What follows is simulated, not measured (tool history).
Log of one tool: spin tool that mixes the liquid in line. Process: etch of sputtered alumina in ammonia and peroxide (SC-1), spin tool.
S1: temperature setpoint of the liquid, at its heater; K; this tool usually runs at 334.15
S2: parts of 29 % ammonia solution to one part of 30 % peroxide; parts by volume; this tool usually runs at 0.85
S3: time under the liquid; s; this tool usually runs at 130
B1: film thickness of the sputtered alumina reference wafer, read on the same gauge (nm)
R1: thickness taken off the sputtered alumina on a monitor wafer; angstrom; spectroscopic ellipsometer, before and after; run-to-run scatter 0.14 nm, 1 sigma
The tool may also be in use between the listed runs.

Run 1, hour 0.0: usual settings but S1 327.15 K; B1 80.03. Result: R1 126.4 angstrom.
Run 2, hour 53.7: usual settings but S1 341.15 K, S2 1.20 parts by volume, S3 190 s; B1 79.98. Result: R1 389.5 angstrom.
Run 3, hour 104.1: usual settings but S3 155 s; B1 79.94. Result: R1 216.9 angstrom.
Run 4, hour 221.5: usual settings; B1 79.98. Result: R1 179.8 angstrom.
At hour 225.7: ammonia flow meter replaced.
Run 5, hour 326.0: usual settings but S1 329.65 K, S2 0.60 parts by volume; B1 80.00. Result: R1 137.9 angstrom.
Run 6, hour 373.6: usual settings; B1 80.02. Result: R1 178.6 angstrom.
At hour 438.1: gauge calibrated.
Run 7, hour 451.6: usual settings but S1 325.65 K, S3 65 s; B1 80.01. Result: R1 57.2 angstrom.
Run 8, hour 501.8: usual settings but S1 331.15 K, S2 1.05 parts by volume, S3 175 s; B1 80.07. Result: R1 206.1 angstrom.
At hour 699.0: new drum of ammonia solution connected.
Run 9, hour 809.8: usual settings but S2 1.20 parts by volume, S3 155 s; B1 80.02. Result: R1 214.9 angstrom.
At hour 811.6: thermometer replaced.
Run 10, hour 849.5: usual settings but S1 336.65 K, S2 0.70 parts by volume; B1 80.02. Result: R1 211.9 angstrom.
Run 11, hour 910.2: usual settings but S1 329.15 K, S2 1.20 parts by volume, S3 165 s; B1 80.02. Result: R1 189.6 angstrom.
Run 12, hour 995.7: usual settings but S2 1.20 parts by volume; B1 80.01. Result: R1 191.1 angstrom.
Run 13, hour 1044.7: usual settings but S3 150 s; B1 80.06. Result: R1 217.4 angstrom.
Run 14, hour 1094.0: usual settings; B1 80.04. Result: R1 186.4 angstrom.
Run 15, hour 1175.7: usual settings but S2 0.75 parts by volume; B1 79.99. Result: R1 184.2 angstrom.
Run 16, hour 1221.9: usual settings; B1 79.96. Result: R1 186.1 angstrom.
Run 17, hour 1304.7: usual settings; B1 80.01. Result: R1 185.0 angstrom.
Run 18, hour 1363.7: usual settings but S1 330.15 K; B1 79.97. Result: R1 150.2 angstrom.
Run 19, hour 1437.7: usual settings but S1 327.65 K, S2 0.65 parts by volume; B1 80.01. Result: R1 128.9 angstrom.
Run 20, hour 1523.8: usual settings; B1 80.04. Result: R1 183.3 angstrom.
Run 21, hour 1610.1: usual settings; B1 79.98. Result: R1 180.7 angstrom.
At hour 1622.2: ammonia flow meter replaced.
Run 22, hour 1664.9: usual settings but S2 0.50 parts by volume, S3 195 s; B1 80.01. Result: R1 259.6 angstrom.
At hour 1675.0: new drum of ammonia solution connected.
Run 23, hour 1756.4: usual settings but S1 338.65 K, S3 160 s; B1 80.03. Result: R1 279.6 angstrom.
Run 24, hour 1863.9: usual settings but S1 342.15 K; B1 80.01. Result: R1 267.8 angstrom.

Exercise: give the hidden state of the tool at every run:
ammonia flow above the setpoint (%): 0 across all the runs
temperature lost on the way to the wafer (K): 0 across all the runs
ammonia solution weaker than its label (%): 0 across all the runs
gauge reads high (%): 0 across all the runs
H1: liquid colder than its thermometer reads (K)
run      H1
  1   0.902
  2   0.961
  3    1.02
  4    1.15
  5    1.26
  6    1.31
  7     1.4
  8    1.46
  9     1.8
 10  0.0983
 11   0.165
 12    0.26
 13   0.314
 14   0.368
 15   0.458
 16   0.509
 17   0.601
 18   0.666
 19   0.748
 20   0.843
 21   0.938
 22   0.999
 23     1.1
 24    1.22

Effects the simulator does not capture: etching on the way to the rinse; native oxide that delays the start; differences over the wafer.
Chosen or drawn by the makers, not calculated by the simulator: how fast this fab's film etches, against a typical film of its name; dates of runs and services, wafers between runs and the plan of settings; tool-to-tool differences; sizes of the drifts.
